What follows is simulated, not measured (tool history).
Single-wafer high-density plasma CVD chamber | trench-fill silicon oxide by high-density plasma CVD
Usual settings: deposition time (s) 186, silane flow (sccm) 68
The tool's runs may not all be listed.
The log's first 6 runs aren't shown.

run,day,deposition time (s),silane flow (sccm),"read-back reference wafer on the same gauge, thickness_nm",mean film thickness on the monitor wafer (Å)
7,6.208,206,59,1081.408,12573.72
8,6.808,206,59,1080.936,12634.83
9,7.646,162,68,1079.944,11107.32
10,8.642,186,62,1079.878,11788.72
11,9.817,158,68,1083.101,10785.28
12,10.621,158,68,1079.855,10875.38
13,11.292,158,68,1079.85,10832.26
14,12.625,186,68,1079.919,12757.33
15,13.454,186,68,1078.838,12758.27
16,14.2,186,68,1079.168,12634.73
# day 14.688: gauge calibrated
17,14.896,195,68,1082.727,13415.17
18,15.671,195,68,1078.334,13522.3
19,16.967,186,68,1079.439,12785.21
20,17.546,205,68,1082.189,14128.96
21,18.725,186,68,1081.018,12858.49
22,19.862,170,78,1079.023,13045.06
23,21.038,152,55,1081.911,8712.2
24,21.933,155,56,1081.709,8985.14
25,23.017,186,68,1080.812,12817.32
26,24.492,202,75,1079.474,15132.98
27,25.7,210,79,1079.643,16544.25
28,26.671,154,73,1078.417,11260.61
29,28.033,186,68,1081.35,12839.55

Forecast run 30:
# day 29.562: silane flow controller replaced
30,29.583,162,56,?,?

read-back reference wafer on the same gauge, thickness_nm: 1078.511
mean film thickness on the monitor wafer (Å): 9478.54
Without the tool's hidden state the same run would have given mean film thickness on the monitor wafer (Å) 9478.54.
